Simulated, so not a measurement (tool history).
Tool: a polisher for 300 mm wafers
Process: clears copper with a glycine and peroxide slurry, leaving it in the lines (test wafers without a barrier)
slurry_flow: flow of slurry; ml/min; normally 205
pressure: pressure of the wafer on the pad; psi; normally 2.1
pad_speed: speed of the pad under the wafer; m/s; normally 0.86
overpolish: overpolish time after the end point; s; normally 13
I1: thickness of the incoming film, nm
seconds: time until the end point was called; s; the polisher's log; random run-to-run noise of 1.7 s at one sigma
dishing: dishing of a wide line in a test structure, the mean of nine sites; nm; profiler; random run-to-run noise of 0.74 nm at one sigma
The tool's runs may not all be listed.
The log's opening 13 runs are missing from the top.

run 14 hour=443.1 | slurry_flow=205 pressure=2.3 pad_speed=0.86 overpolish=19 | I1=354.7 | seconds=112.7 dishing=46.2
run 15 hour=459.5 | slurry_flow=205 pressure=2.8 pad_speed=1.14 overpolish=13 | I1=351.1 | seconds=78.3 dishing=45.4
run 16 hour=493.9 | slurry_flow=205 pressure=2.1 pad_speed=0.76 overpolish=13 | I1=356.4 | seconds=131.9 dishing=28.2
-- hour=501.0 worn pad replaced by a new one
run 17 hour=510.1 | slurry_flow=270 pressure=2.3 pad_speed=0.60 overpolish=13 | I1=358.9 | seconds=126.3 dishing=29.0
run 18 hour=529.9 | slurry_flow=205 pressure=2.1 pad_speed=0.86 overpolish=13 | I1=356.1 | seconds=108.4 dishing=33.1
-- hour=545.7 slurry nozzle cleaned
run 19 hour=564.6 | slurry_flow=205 pressure=2.1 pad_speed=0.86 overpolish=13 | I1=352.7 | seconds=109.5 dishing=33.5
run 20 hour=588.4 | slurry_flow=155 pressure=2.6 pad_speed=0.56 overpolish=13 | I1=362.5 | seconds=140.7 dishing=25.9
run 21 hour=647.3 | slurry_flow=205 pressure=1.9 pad_speed=0.86 overpolish=13 | I1=350.8 | seconds=118.4 dishing=30.0
run 22 hour=700.9 | slurry_flow=205 pressure=2.1 pad_speed=0.86 overpolish=13 | I1=357.5 | seconds=119.2 dishing=31.3
-- hour=733.0 worn pad replaced by a new one
run 23 hour=734.8 | slurry_flow=275 pressure=2.1 pad_speed=0.86 overpolish=8 | I1=355.7 | seconds=102.9 dishing=22.4
run 24 hour=756.1 | slurry_flow=240 pressure=2.5 pad_speed=1.02 overpolish=16 | I1=349.5 | seconds=83.6 dishing=49.4

What will run 25 give?
run 25 hour=774.2 | slurry_flow=205 pressure=2.1 pad_speed=1.04 overpolish=13 | I1=357.3 | seconds=? dishing=?

Run 25 came out at seconds 97.6 s, dishing 36.9 nm.
If the tool had no hidden condition, the same run with the same run-to-run variation would have returned seconds 90.9 s, dishing 39.3 nm.
